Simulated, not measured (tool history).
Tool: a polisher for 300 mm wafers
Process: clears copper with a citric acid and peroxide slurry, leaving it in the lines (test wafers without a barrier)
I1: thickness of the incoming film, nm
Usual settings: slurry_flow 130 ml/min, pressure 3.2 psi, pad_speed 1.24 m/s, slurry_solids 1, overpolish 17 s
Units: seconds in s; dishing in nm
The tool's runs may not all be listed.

run 1 hour=0 | slurry_flow=130 pressure=3.2 pad_speed=1.24 slurry_solids=1 overpolish=17 | I1=336.1 | seconds=131.7 dishing=27.2
run 2 hour=9.9 | slurry_flow=130 pressure=3.2 pad_speed=1.24 slurry_solids=1 overpolish=17 | I1=340.5 | seconds=137.2 dishing=28
-- hour=19.5 slurry blender recalibrated
run 3 hour=27.7 | slurry_flow=130 pressure=3.2 pad_speed=1.24 slurry_solids=1 overpolish=17 | I1=344.5 | seconds=140.8 dishing=26.6
run 4 hour=41.3 | slurry_flow=130 pressure=3.2 pad_speed=1.24 slurry_solids=1 overpolish=10 | I1=341.1 | seconds=142.9 dishing=16.9
run 5 hour=57.5 | slurry_flow=130 pressure=3.2 pad_speed=1.24 slurry_solids=1 overpolish=17 | I1=337.2 | seconds=144.6 dishing=26.1
run 6 hour=72.3 | slurry_flow=130 pressure=3.2 pad_speed=1.24 slurry_solids=1 overpolish=17 | I1=343.9 | seconds=147.6 dishing=26.2
run 7 hour=80.8 | slurry_flow=130 pressure=3.7 pad_speed=1.24 slurry_solids=1 overpolish=17 | I1=335.9 | seconds=126.8 dishing=29.1
run 8 hour=90.3 | slurry_flow=130 pressure=3.2 pad_speed=1.24 slurry_solids=1 overpolish=17 | I1=343.8 | seconds=150.7 dishing=26.1
run 9 hour=100.1 | slurry_flow=165 pressure=2.2 pad_speed=1.5 slurry_solids=1.15 overpolish=17 | I1=337.4 | seconds=170.9 dishing=22.3
run 10 hour=112.8 | slurry_flow=85 pressure=3.2 pad_speed=1.24 slurry_solids=1 overpolish=17 | I1=342.1 | seconds=167.9 dishing=23.4
-- hour=125.2 worn pad replaced by a new one
run 11 hour=127 | slurry_flow=130 pressure=3.8 pad_speed=1.24 slurry_solids=1.15 overpolish=17 | I1=337 | seconds=106.3 dishing=33.9
run 12 hour=133.1 | slurry_flow=130 pressure=3.2 pad_speed=1.24 slurry_solids=1 overpolish=17 | I1=343.8 | seconds=133.6 dishing=28.1
run 13 hour=143.3 | slurry_flow=130 pressure=3.2 pad_speed=1.24 slurry_solids=1 overpolish=17 | I1=340 | seconds=138.9 dishing=27.5
run 14 hour=153.8 | slurry_flow=165 pressure=3.2 pad_speed=1.24 slurry_solids=1 overpolish=11 | I1=332.5 | seconds=130.3 dishing=19.8
run 15 hour=162.2 | slurry_flow=130 pressure=3.6 pad_speed=1.24 slurry_solids=1 overpolish=17 | I1=346.9 | seconds=128.5 dishing=29.8
run 16 hour=168.9 | slurry_flow=130 pressure=3.2 pad_speed=1.24 slurry_solids=1 overpolish=17 | I1=336.3 | seconds=141 dishing=26.5
-- hour=178.7 head pressure recalibrated
run 17 hour=179.2 | slurry_flow=130 pressure=3.2 pad_speed=1.24 slurry_solids=1.1 overpolish=14 | I1=333.2 | seconds=136.3 dishing=22.5
-- hour=185.2 slurry blender recalibrated
run 18 hour=195.7 | slurry_flow=130 pressure=3.2 pad_speed=1.24 slurry_solids=1 overpolish=17 | I1=343.3 | seconds=144.7 dishing=26.1
run 19 hour=203.1 | slurry_flow=130 pressure=3.2 pad_speed=1.42 slurry_solids=1 overpolish=17 | I1=339.5 | seconds=136.3 dishing=28
run 20 hour=213.1 | slurry_flow=130 pressure=3.2 pad_speed=1.24 slurry_solids=1 overpolish=17 | I1=333.3 | seconds=144 dishing=25.7
run 21 hour=223 | slurry_flow=110 pressure=3.2 pad_speed=0.92 slurry_solids=1.2 overpolish=25 | I1=334.4 | seconds=173.1 dishing=30.5
run 22 hour=230.5 | slurry_flow=100 pressure=4.1 pad_speed=1.24 slurry_solids=1 overpolish=17 | I1=340.8 | seconds=123.9 dishing=30.3
run 23 hour=237.4 | slurry_flow=165 pressure=2.1 pad_speed=1.24 slurry_solids=1.25 overpolish=17 | I1=343 | seconds=205.8 dishing=19.4
-- hour=257.9 worn pad replaced by a new one
run 24 hour=258.4 | slurry_flow=130 pressure=3.2 pad_speed=1.24 slurry_solids=1 overpolish=17 | I1=338.8 | seconds=132.7 dishing=28.1
run 25 hour=262.6 | slurry_flow=105 pressure=3.2 pad_speed=0.84 slurry_solids=1.1 overpolish=8 | I1=337.2 | seconds=169.7 dishing=11.4
run 26 hour=277.2 | slurry_flow=150 pressure=3.2 pad_speed=1.24 slurry_solids=1 overpolish=17 | I1=345.9 | seconds=137.1 dishing=28.3
run 27 hour=294.4 | slurry_flow=145 pressure=3.2 pad_speed=1.24 slurry_solids=1.1 overpolish=17 | I1=345.9 | seconds=136.7 dishing=27.6
run 28 hour=305.4 | slurry_flow=130 pressure=3.2 pad_speed=1.24 slurry_solids=1 overpolish=17 | I1=338.7 | seconds=143.4 dishing=26.3
run 29 hour=314.8 | slurry_flow=145 pressure=3.2 pad_speed=1.24 slurry_solids=1 overpolish=17 | I1=341.6 | seconds=142.2 dishing=26.1
run 30 hour=326.5 | slurry_flow=130 pressure=3.2 pad_speed=1.04 slurry_solids=0.75 overpolish=26 | I1=343.1 | seconds=183.3 dishing=32.1

What the log doesn't show, run by run:
deviation of the head's pressure from its setpoint, %: 0 in every run
abrasive missing from the slurry, %: 0 in every run
H1: removal rate lost through wear of the pad, %
H2: slurry flow missing at the pad, %
run=1 H1=4.28 H2=1.28
run=2 H1=5.94 H2=1.34
run=3 H1=8.11 H2=1.48
run=4 H1=9.27 H2=1.62
run=5 H1=10.2 H2=1.81
run=6 H1=10.9 H2=2.02
run=7 H1=11.1 H2=2.15
run=8 H1=11.4 H2=2.31
run=9 H1=11.6 H2=2.49
run=10 H1=11.8 H2=2.73
run=11 H1=0.542 H2=3.03
run=12 H1=2.04 H2=3.17
run=13 H1=4.12 H2=3.41
run=14 H1=5.81 H2=3.67
run=15 H1=6.9 H2=3.89
run=16 H1=7.63 H2=4.08
run=17 H1=8.55 H2=4.37
run=18 H1=9.64 H2=4.87
run=19 H1=10 H2=5.1
run=20 H1=10.4 H2=5.43
run=21 H1=10.7 H2=5.77
run=22 H1=10.9 H2=6.03
run=23 H1=11.1 H2=6.28
run=24 H1=0.271 H2=7.08
run=25 H1=1.35 H2=7.25
run=26 H1=4.4 H2=7.84
run=27 H1=6.9 H2=8.59
run=28 H1=8.05 H2=9.08
run=29 H1=8.83 H2=9.51
run=30 H1=9.59 H2=10.1
